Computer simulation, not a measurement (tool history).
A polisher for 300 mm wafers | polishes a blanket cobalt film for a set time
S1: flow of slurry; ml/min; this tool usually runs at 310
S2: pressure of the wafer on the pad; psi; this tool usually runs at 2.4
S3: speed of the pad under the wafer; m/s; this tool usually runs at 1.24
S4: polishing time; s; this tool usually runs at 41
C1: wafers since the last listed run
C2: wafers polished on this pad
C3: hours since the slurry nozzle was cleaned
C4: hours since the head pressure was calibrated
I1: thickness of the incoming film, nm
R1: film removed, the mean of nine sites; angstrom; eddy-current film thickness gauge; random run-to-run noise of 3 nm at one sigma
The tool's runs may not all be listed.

run,hour,S1,S2,S3,S4,C1,C2,C3,C4,I1,R1
1,0.0,230,2.4,1.24,41,0,1366,879.2,420.5,857.1,2839
# hour 22.5: slurry nozzle cleaned
2,38.2,230,2.4,1.24,41,502,1868,15.7,458.7,862.1,3040
3,100.2,230,2.4,1.24,41,836,2705,77.7,520.7,865.5,2999
4,159.7,310,2.9,1.24,41,803,3508,137.2,580.2,849.5,3580
5,195.8,310,2.9,1.24,41,487,3995,173.3,616.3,858.5,3555
# hour 207.3: worn pad replaced by a new one
6,227.0,310,2.9,1.24,41,367,266,204.5,647.5,849.9,3532
7,269.9,310,2.4,1.24,32,578,845,247.4,690.4,846.0,2350
8,304.5,310,2.1,1.12,41,466,1312,282.0,725.0,866.5,2549
9,345.9,310,2.4,1.24,41,558,1871,323.4,766.4,870.9,3009
10,375.4,310,2.4,1.60,41,398,2269,352.9,795.9,862.1,3713
11,430.4,310,2.4,1.60,41,742,3011,407.9,850.9,847.5,3741
12,483.0,310,2.4,1.60,41,709,3721,460.5,903.5,854.6,3650
# hour 547.5: worn pad replaced by a new one
13,640.0,310,2.4,1.24,41,2064,1248,617.5,1060.5,871.3,2943
14,704.6,310,2.4,1.24,41,871,2120,682.1,1125.1,842.7,2887
15,750.7,310,3.0,1.24,41,622,2742,728.2,1171.2,862.2,3407
16,797.3,310,2.4,1.00,45,628,3371,774.8,1217.8,868.8,2659
17,847.2,310,2.0,1.60,41,673,4045,824.7,1267.7,852.7,3047
# hour 902.9: worn pad replaced by a new one
18,903.4,345,2.4,0.92,47,704,6,880.9,1323.9,855.5,2635
# hour 904.5: slurry nozzle cleaned
19,926.3,310,2.1,1.24,28,295,302,21.8,1346.8,854.6,1863
20,952.5,310,2.4,1.24,41,353,655,48.0,1373.0,864.1,3024
# hour 1042.8: head pressure recalibrated
21,1101.7,205,1.7,1.24,41,1986,2642,197.2,58.9,860.7,2366
22,1128.0,220,2.4,1.24,41,354,2997,223.5,85.2,856.0,3040
23,1178.1,310,2.4,1.24,46,676,3673,273.6,135.3,857.4,3576
24,1202.2,310,2.4,1.24,37,325,3998,297.7,159.4,858.2,2825
# hour 1210.4: worn pad replaced by a new one
25,1273.7,390,2.9,1.06,51,910,854,369.2,230.9,878.4,4013
26,1311.7,310,2.4,1.24,41,512,1367,407.2,268.9,864.1,3081
27,1351.4,415,3.0,0.88,33,535,1903,446.9,308.6,860.6,2326
28,1445.5,355,2.4,1.56,28,1269,3173,541.0,402.7,849.3,2537
# hour 1488.0: worn pad replaced by a new one
29,1488.3,310,2.4,1.24,41,523,4,583.8,445.5,853.4,3009
30,1549.0,340,1.7,1.24,31,819,823,644.5,506.2,862.2,1792
31,1585.9,310,2.4,1.24,41,498,1321,681.4,543.1,867.5,3013

What if the next run were any one of these 3? Each begins from the tool's condition after run 31:
A,1586.3,310,2.4,0.92,41,5,1327,681.8,543.5,879.2,?
B,1586.3,365,2.4,1.24,41,5,1327,681.8,543.5,879.2,?
C,1586.3,220,2.4,1.48,32,5,1327,681.8,543.5,879.2,?

run,R1
A,2405
B,3057
C,2572
Without the tool's hidden state the same runs would have given:
run,R1
A,2571
B,3250
C,2788
